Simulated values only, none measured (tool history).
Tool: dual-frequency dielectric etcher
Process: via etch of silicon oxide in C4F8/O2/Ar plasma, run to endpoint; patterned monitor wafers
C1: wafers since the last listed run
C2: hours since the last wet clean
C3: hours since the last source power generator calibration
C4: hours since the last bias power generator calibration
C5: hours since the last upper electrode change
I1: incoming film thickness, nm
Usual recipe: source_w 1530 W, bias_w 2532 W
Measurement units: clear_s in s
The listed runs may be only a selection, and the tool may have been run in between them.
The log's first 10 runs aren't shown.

{"day": 6.712, "done": "source power generator calibrated"}
{"run": 11, "day": 7.542, "source_w": 1720, "bias_w": 2532, "C1": 179, "C2": 286.4, "C3": 19.9, "C4": 3401.0, "C5": 5158.5, "I1": 1439.4, "clear_s": 277.9}
{"day": 7.921, "done": "bias power generator calibrated"}
{"run": 12, "day": 7.942, "source_w": 1720, "bias_w": 2532, "C1": 41, "C2": 296.0, "C3": 29.5, "C4": 0.5, "C5": 5168.1, "I1": 1431.6, "clear_s": 284.2}
{"run": 13, "day": 8.425, "source_w": 1530, "bias_w": 2532, "C1": 85, "C2": 307.6, "C3": 41.1, "C4": 12.1, "C5": 5179.7, "I1": 1446.5, "clear_s": 297.2}
{"day": 10.142, "done": "upper electrode replaced"}
{"day": 10.758, "done": "wet clean of the chamber"}
{"run": 14, "day": 10.779, "source_w": 1530, "bias_w": 2532, "C1": 130, "C2": 0.5, "C3": 97.6, "C4": 68.6, "C5": 15.3, "I1": 1441.6, "clear_s": 300.1}
{"run": 15, "day": 10.796, "source_w": 1530, "bias_w": 2532, "C1": 2, "C2": 0.9, "C3": 98.0, "C4": 69.0, "C5": 15.7, "I1": 1432.9, "clear_s": 296.6}
{"run": 16, "day": 10.812, "source_w": 1230, "bias_w": 2676, "C1": 2, "C2": 1.3, "C3": 98.4, "C4": 69.4, "C5": 16.1, "I1": 1432.7, "clear_s": 324.1}
{"run": 17, "day": 11.75, "source_w": 1390, "bias_w": 2987, "C1": 165, "C2": 23.8, "C3": 120.9, "C4": 91.9, "C5": 38.6, "I1": 1444.9, "clear_s": 297.4}
{"run": 18, "day": 12.062, "source_w": 1840, "bias_w": 2731, "C1": 55, "C2": 31.3, "C3": 128.4, "C4": 99.4, "C5": 46.1, "I1": 1444.5, "clear_s": 269.5}
{"run": 19, "day": 12.546, "source_w": 1530, "bias_w": 2948, "C1": 85, "C2": 42.9, "C3": 140.0, "C4": 111.0, "C5": 57.7, "I1": 1438.7, "clear_s": 283.5}
{"run": 20, "day": 12.979, "source_w": 1160, "bias_w": 2845, "C1": 76, "C2": 53.3, "C3": 150.4, "C4": 121.4, "C5": 68.1, "I1": 1434.6, "clear_s": 326.0}
{"run": 21, "day": 13.317, "source_w": 1530, "bias_w": 2532, "C1": 59, "C2": 61.4, "C3": 158.5, "C4": 129.5, "C5": 76.2, "I1": 1437.2, "clear_s": 302.3}
{"run": 22, "day": 15.142, "source_w": 1530, "bias_w": 2532, "C1": 322, "C2": 105.2, "C3": 202.3, "C4": 173.3, "C5": 120.0, "I1": 1436.7, "clear_s": 297.8}
{"run": 23, "day": 15.392, "source_w": 1530, "bias_w": 2532, "C1": 44, "C2": 111.2, "C3": 208.3, "C4": 179.3, "C5": 126.0, "I1": 1421.8, "clear_s": 293.4}
{"run": 24, "day": 16.096, "source_w": 1530, "bias_w": 2532, "C1": 124, "C2": 128.1, "C3": 225.2, "C4": 196.2, "C5": 142.9, "I1": 1432.1, "clear_s": 292.7}
{"run": 25, "day": 16.638, "source_w": 1190, "bias_w": 1914, "C1": 95, "C2": 141.1, "C3": 238.2, "C4": 209.2, "C5": 155.9, "I1": 1435.2, "clear_s": 356.8}
{"run": 26, "day": 17.192, "source_w": 1280, "bias_w": 2090, "C1": 97, "C2": 154.4, "C3": 251.5, "C4": 222.5, "C5": 169.2, "I1": 1441.0, "clear_s": 335.8}
{"run": 27, "day": 17.654, "source_w": 1160, "bias_w": 2845, "C1": 81, "C2": 165.5, "C3": 262.6, "C4": 233.6, "C5": 180.3, "I1": 1435.8, "clear_s": 325.5}
{"run": 28, "day": 18.342, "source_w": 1530, "bias_w": 1958, "C1": 121, "C2": 182.0, "C3": 279.1, "C4": 250.1, "C5": 196.8, "I1": 1433.3, "clear_s": 317.9}
{"run": 29, "day": 18.671, "source_w": 1530, "bias_w": 2237, "C1": 58, "C2": 189.9, "C3": 287.0, "C4": 258.0, "C5": 204.7, "I1": 1431.3, "clear_s": 304.3}
{"run": 30, "day": 19.229, "source_w": 1380, "bias_w": 2532, "C1": 98, "C2": 203.3, "C3": 300.4, "C4": 271.4, "C5": 218.1, "I1": 1450.8, "clear_s": 315.2}
{"run": 31, "day": 19.75, "source_w": 1530, "bias_w": 2532, "C1": 92, "C2": 215.8, "C3": 312.9, "C4": 283.9, "C5": 230.6, "I1": 1430.8, "clear_s": 296.0}
{"run": 32, "day": 20.296, "source_w": 1530, "bias_w": 2532, "C1": 96, "C2": 228.9, "C3": 326.0, "C4": 297.0, "C5": 243.7, "I1": 1440.3, "clear_s": 302.3}
{"run": 33, "day": 20.671, "source_w": 1370, "bias_w": 2293, "C1": 66, "C2": 237.9, "C3": 335.0, "C4": 306.0, "C5": 252.7, "I1": 1448.0, "clear_s": 323.5}

Each row is a separate what-if for the run after 33, all from the same tool condition, not one after another. Results?
{"run": "A", "day": 20.692, "source_w": 1530, "bias_w": 2532, "C1": 3, "C2": 238.4, "C3": 335.5, "C4": 306.5, "C5": 253.2, "I1": 1441.2, "clear_s": "?"}
{"run": "B", "day": 20.692, "source_w": 1380, "bias_w": 2988, "C1": 3, "C2": 238.4, "C3": 335.5, "C4": 306.5, "C5": 253.2, "I1": 1441.2, "clear_s": "?"}
{"run": "C", "day": 20.692, "source_w": 1170, "bias_w": 2532, "C1": 3, "C2": 238.4, "C3": 335.5, "C4": 306.5, "C5": 253.2, "I1": 1441.2, "clear_s": "?"}

run=A clear_s=298.8
run=B clear_s=299.9
run=C clear_s=337.6
What these runs would have given with no unlogged condition in the tool:
run=A clear_s=298.8
run=B clear_s=299.9
run=C clear_s=337.6
